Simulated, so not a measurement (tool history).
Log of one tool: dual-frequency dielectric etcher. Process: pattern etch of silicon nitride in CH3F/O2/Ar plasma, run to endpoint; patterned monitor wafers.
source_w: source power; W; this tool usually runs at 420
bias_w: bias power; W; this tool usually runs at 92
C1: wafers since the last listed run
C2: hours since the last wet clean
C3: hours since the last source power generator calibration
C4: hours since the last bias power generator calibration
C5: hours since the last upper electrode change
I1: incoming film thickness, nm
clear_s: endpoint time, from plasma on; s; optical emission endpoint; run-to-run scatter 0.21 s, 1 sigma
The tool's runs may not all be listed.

Run 1, hour 0.0: usual settings; C1 0; C2 164.7; C3 2547.4; C4 1366.3; C5 2775.6; I1 31.98. Result: clear_s 45.5 s.
Run 2, hour 51.9: usual settings; C1 583; C2 216.6; C3 2599.3; C4 1418.2; C5 2827.5; I1 31.72. Result: clear_s 44.8 s.
Run 3, hour 116.0: usual settings; C1 720; C2 280.7; C3 2663.4; C4 1482.3; C5 2891.6; I1 31.64. Result: clear_s 45.1 s.
Run 4, hour 146.3: usual settings but source_w 340 W, bias_w 109 W; C1 340; C2 311.0; C3 2693.7; C4 1512.6; C5 2921.9; I1 31.75. Result: clear_s 46.2 s.
Run 5, hour 201.2: usual settings; C1 617; C2 365.9; C3 2748.6; C4 1567.5; C5 2976.8; I1 31.84. Result: clear_s 45.5 s.
Run 6, hour 258.4: usual settings; C1 643; C2 423.1; C3 2805.8; C4 1624.7; C5 3034.0; I1 31.81. Result: clear_s 45.5 s.
Run 7, hour 326.0: usual settings; C1 760; C2 490.7; C3 2873.4; C4 1692.3; C5 3101.6; I1 31.95. Result: clear_s 45.6 s.
Run 8, hour 351.8: usual settings; C1 290; C2 516.5; C3 2899.2; C4 1718.1; C5 3127.4; I1 31.77. Result: clear_s 45.4 s.
At hour 381.9: wet clean of the chamber.
Run 9, hour 401.6: usual settings; C1 290; C2 19.7; C3 2949.0; C4 1767.9; C5 3177.2; I1 31.69. Result: clear_s 45.0 s.
Run 10, hour 438.8: usual settings but source_w 340 W, bias_w 77 W; C1 418; C2 56.9; C3 2986.2; C4 1805.1; C5 3214.4; I1 31.58. Result: clear_s 52.3 s.
At hour 460.9: bias power generator calibrated.
Run 11, hour 487.1: usual settings but source_w 470 W, bias_w 84 W; C1 498; C2 105.2; C3 3034.5; C4 26.2; C5 3262.7; I1 32.09. Result: clear_s 45.1 s.
Run 12, hour 533.8: usual settings; C1 525; C2 151.9; C3 3081.2; C4 72.9; C5 3309.4; I1 31.98. Result: clear_s 45.4 s.
At hour 566.5: source power generator calibrated.
Run 13, hour 570.9: usual settings; C1 372; C2 189.0; C3 4.4; C4 110.0; C5 3346.5; I1 31.92. Result: clear_s 45.4 s.
Run 14, hour 609.9: usual settings but bias_w 113 W; C1 438; C2 228.0; C3 43.4; C4 149.0; C5 3385.5; I1 31.69. Result: clear_s 41.6 s.
At hour 660.0: upper electrode replaced.
Run 15, hour 667.1: usual settings but source_w 380 W, bias_w 70 W; C1 373; C2 285.2; C3 100.6; C4 206.2; C5 7.1; I1 32.30. Result: clear_s 53.2 s.
Run 16, hour 692.9: usual settings but source_w 520 W, bias_w 106 W; C1 290; C2 311.0; C3 126.4; C4 232.0; C5 32.9; I1 31.62. Result: clear_s 38.9 s.
Run 17, hour 723.0: usual settings but source_w 450 W, bias_w 107 W; C1 338; C2 341.1; C3 156.5; C4 262.1; C5 63.0; I1 31.74. Result: clear_s 41.7 s.
Run 18, hour 782.1: usual settings; C1 664; C2 400.2; C3 215.6; C4 321.2; C5 122.1; I1 31.83. Result: clear_s 45.5 s.
Run 19, hour 826.9: usual settings but bias_w 85 W; C1 503; C2 445.0; C3 260.4; C4 366.0; C5 166.9; I1 31.48. Result: clear_s 46.1 s.

How the hidden state differs across the entries between the runs, from the last listed run before each to the first after it:
From run 8 to run 9: wet clean of the chamber (hour 381.9)
  both runs share identical hidden conditions
From run 10 to run 11: bias power generator calibrated (hour 460.9)
  both runs share identical hidden conditions
From run 12 to run 13: source power generator calibrated (hour 566.5)
  both runs share identical hidden conditions
From run 14 to run 15: upper electrode replaced (hour 660.0)
  both runs share identical hidden conditions

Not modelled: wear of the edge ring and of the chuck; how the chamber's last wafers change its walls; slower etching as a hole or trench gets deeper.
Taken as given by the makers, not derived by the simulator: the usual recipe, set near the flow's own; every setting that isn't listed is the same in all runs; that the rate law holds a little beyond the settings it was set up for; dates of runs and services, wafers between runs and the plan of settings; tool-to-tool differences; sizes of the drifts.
